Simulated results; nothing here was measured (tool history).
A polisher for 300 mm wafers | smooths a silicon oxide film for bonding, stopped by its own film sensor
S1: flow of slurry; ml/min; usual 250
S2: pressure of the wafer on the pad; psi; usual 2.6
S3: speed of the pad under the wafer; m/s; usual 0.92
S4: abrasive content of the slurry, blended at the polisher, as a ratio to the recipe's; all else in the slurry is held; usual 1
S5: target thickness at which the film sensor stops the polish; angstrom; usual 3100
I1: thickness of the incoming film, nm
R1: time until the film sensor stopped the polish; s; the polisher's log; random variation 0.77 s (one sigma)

run,hour,S1,S2,S3,S4,S5,I1,R1
1,0,250,1.9,0.92,1,3100,371.2,85.5
2,6.9,250,1.9,0.92,1,3100,372.2,84.1
3,24.4,250,1.9,0.92,1,3100,369.6,81.9
4,38.1,250,2.6,0.92,0.95,3100,371.3,65.3
5,53.5,250,2.6,0.92,0.95,3100,369.7,63.4
# hour 65.9: worn pad replaced by a new one, of another model than before
6,70,250,2.6,0.92,1,3100,367.1,59.3
7,79.3,250,2.6,0.92,1,3100,376.6,68.4
# hour 97.4: head pressure recalibrated
8,97.9,250,2.6,0.92,1,3100,369.6,62.9
# hour 107.7: slurry nozzle cleaned
9,108.2,250,2.6,0.92,1.1,3100,366.2,55.4
# hour 122.5: slurry blender recalibrated
10,123.3,250,2.6,0.92,1,3100,375.1,62.7
11,134.7,180,2.2,0.92,1.25,3240,376,56.3
12,143.8,285,3.5,1.22,1,3190,368.5,31.1
13,159.2,250,2.6,0.92,1.2,3100,374.2,56.7
14,170.4,185,2.6,0.78,1,3260,362.5,44.2
15,181.7,215,2.1,0.92,1,3300,370,49.2
16,191.9,205,2.6,0.92,1.2,3100,372,58.3

Run 17 comes next. What will it give?
17,205.8,250,2.6,0.92,0.75,3100,368.8,?

Run 17 gave R1 76.4 s.
Without the tool's hidden state the same run would have given R1 70.1 s.
